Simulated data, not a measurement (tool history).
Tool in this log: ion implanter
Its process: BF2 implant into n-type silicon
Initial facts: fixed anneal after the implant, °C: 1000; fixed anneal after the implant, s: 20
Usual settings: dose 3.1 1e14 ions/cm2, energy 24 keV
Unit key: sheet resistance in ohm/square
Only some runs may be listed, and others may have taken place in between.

run	hour	dose	energy	wafers since the last listed run	hours since the last dose calibration	hours since the extraction supply was calibrated	hours since the gauge calibration	read-back reference wafer on the same gauge, sheet resistance	sheet resistance
1	0	3.1	24	0	575.2	1721.6	1197.2	396.28	386.54
2	45.2	3.1	24	801	620.4	1766.8	1242.4	395.6	388.27
3	112.3	3.1	24	1190	687.5	1833.9	1309.5	395.32	384.81
4	169.5	3.42	24	1014	744.7	1891.1	1366.7	396.02	356.33
5	215.8	3.42	24	821	791	1937.4	1413	395.89	354.92
6	274	3.1	24	1032	849.2	1995.6	1471.2	396.29	384.29
7	335.6	3.1	24	1092	910.8	2057.2	1532.8	395.61	386.33
8	360.1	3.1	24	434	935.3	2081.7	1557.3	396.92	385.56
9	410.6	3.1	24	895	985.8	2132.2	1607.8	395.27	385.64
10	471.1	3.1	24	1073	1046.3	2192.7	1668.3	395.47	383.18
11	531.9	3.1	24	1078	1107.1	2253.5	1729.1	395.98	384.91
12	569.4	3.1	24	665	1144.6	2291	1766.6	395.23	387.84
13	638.5	3.1	24	1225	1213.7	2360.1	1835.7	395.82	384.8
14	698.7	2.8	24	1068	1273.9	2420.3	1895.9	396.41	419.04
15	749.2	3.1	24	895	1324.4	2470.8	1946.4	396.09	386.04
16	781.1	2.84	29	565	1356.3	2502.7	1978.3	395.72	407.78
17	807.6	3.9	24	470	1382.8	2529.2	2004.8	395.85	319.65
# hour 830: gauge calibrated
18	831.6	2.54	21	425	1406.8	2553.2	1.6	395.57	458.65
19	860	3.1	30	503	1435.2	2581.6	30	395.46	380.13
20	901.7	2.51	18.5	739	1476.9	2623.3	71.7	396.21	469.92
# hour 925.5: extraction supply calibrated
21	953	3.1	24	768	1528.2	27.5	123	396.13	387.42
22	1071	3.1	24	2093	1646.2	145.5	241	396.31	386.72
23	1116.5	3.1	24	807	1691.7	191	286.5	396.04	386.78
# hour 1153.1: Faraday cup replaced and dose calibrated
24	1157.9	3.98	21	592	4.8	232.4	327.9	395.95	321.68
25	1205.9	2.2	31	851	52.8	280.4	375.9	395.81	504.44
26	1231.2	2.83	30	448	78.1	305.7	401.2	396.05	408.29
27	1291.6	3.1	24	1071	138.5	366.1	461.6	395.71	385.95
28	1327.3	2.42	28.5	633	174.2	401.8	497.3	396.11	468.63
29	1387.6	3.1	26	1069	234.5	462.1	557.6	396.13	384.69
30	1438.8	3.82	26.5	908	285.7	513.3	608.8	395.44	321.85
31	1495.2	2.2	31	1000	342.1	569.7	665.2	396.02	503.5
32	1558.8	3.85	29	1128	405.7	633.3	728.8	395.78	316.85
33	1624.1	3.51	20.5	1158	471	698.6	794.1	396.23	355.47
34	1651.5	3.1	24	486	498.4	726	821.5	395.95	385.65
35	1687.7	2.18	27	642	534.6	762.2	857.7	395.53	514.94
36	1723.2	3.1	24	629	570.1	797.7	893.2	395.4	386.63

Consider 5 possible next runs. They are alternatives, not a sequence: every one starts from the tool as it was left by run 36. What does each give?
A	1723.6	3.1	20.5	7	570.5	798.1	893.6	?	?
B	1723.6	3.35	29	7	570.5	798.1	893.6	?	?
C	1723.6	2.37	28.5	7	570.5	798.1	893.6	?	?
D	1723.6	2.21	24	7	570.5	798.1	893.6	?	?
E	1723.6	2.48	20.5	7	570.5	798.1	893.6	?	?

run	read-back reference wafer on the same gauge, sheet resistance	sheet resistance
A	396.24	395.38
B	396.24	359.03
C	396.24	481.94
D	396.24	517.79
E	396.24	475.7
With the hidden condition removed and each run's random variation left untouched, the same runs would have given:
run	sheet resistance
A	395.38
B	359.03
C	481.94
D	517.79
E	475.7

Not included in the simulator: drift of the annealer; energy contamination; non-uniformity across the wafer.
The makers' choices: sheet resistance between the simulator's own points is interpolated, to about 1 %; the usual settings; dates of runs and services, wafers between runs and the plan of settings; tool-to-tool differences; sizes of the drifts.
